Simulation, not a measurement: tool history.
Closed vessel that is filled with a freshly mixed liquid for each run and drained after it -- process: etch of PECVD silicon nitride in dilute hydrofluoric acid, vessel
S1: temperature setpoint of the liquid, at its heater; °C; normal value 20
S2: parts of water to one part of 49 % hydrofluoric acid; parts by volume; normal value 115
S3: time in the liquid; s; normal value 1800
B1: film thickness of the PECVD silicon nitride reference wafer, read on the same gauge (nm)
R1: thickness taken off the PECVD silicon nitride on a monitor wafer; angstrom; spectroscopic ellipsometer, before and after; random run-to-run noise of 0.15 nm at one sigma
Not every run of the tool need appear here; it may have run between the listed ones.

| run | day | S1 | S2 | S3 | B1 | R1 |
|---|---|---|---|---|---|---|
| 1 | 0 | 20 | 115 | 1800 | 39.95 | 294.5 |
| 2 | 2.871 | 20 | 115 | 1800 | 39.87 | 294.5 |
| 3 | 5.108 | 20 | 115 | 1800 | 39.86 | 297 |
| 4 | 7.246 | 20 | 115 | 1800 | 39.77 | 293.9 |
| 5 | 9.517 | 20 | 115 | 1800 | 39.7 | 295.8 |
| 6 | 10.779 | 20 | 90 | 1800 | 39.64 | 372 |
| 7 | 13.212 | 20 | 90 | 1800 | 39.52 | 370.9 |
|  | 14.267 | hydrofluoric acid flow meter replaced |
| 8 | 16.058 | 21 | 115 | 1800 | 39.36 | 310.2 |
| 9 | 17.871 | 20 | 115 | 1800 | 39.25 | 291.8 |
| 10 | 18.979 | 20 | 115 | 1800 | 39.17 | 291.6 |
|  | 19.35 | gauge calibrated |
| 11 | 21.308 | 20 | 115 | 1800 | 39.77 | 296.7 |
| 12 | 22.367 | 20 | 115 | 1800 | 39.78 | 293.8 |
| 13 | 23.938 | 24 | 115 | 1800 | 39.76 | 381.3 |
| 14 | 25.562 | 17 | 130 | 1325 | 39.71 | 155.8 |
| 15 | 28.429 | 21 | 115 | 1800 | 39.66 | 316.5 |
|  | 29.542 | thermometer replaced |
| 16 | 30.304 | 23 | 140 | 2695 | 39.6 | 446 |
| 17 | 31.821 | 20 | 155 | 1100 | 39.54 | 133.9 |
| 18 | 33.288 | 17 | 80 | 1800 | 39.5 | 339 |
| 19 | 34.838 | 20 | 115 | 1800 | 39.43 | 295.1 |

Run 20 is up next; what results do you expect?
| 20 | 37.008 | 20 | 115 | 1165 | ? | ? |

{"run 20": {"B1": 39.35, "R1": 188.8}}
Had the tool carried no hidden state, the very same run would have given R1 192.1 angstrom.

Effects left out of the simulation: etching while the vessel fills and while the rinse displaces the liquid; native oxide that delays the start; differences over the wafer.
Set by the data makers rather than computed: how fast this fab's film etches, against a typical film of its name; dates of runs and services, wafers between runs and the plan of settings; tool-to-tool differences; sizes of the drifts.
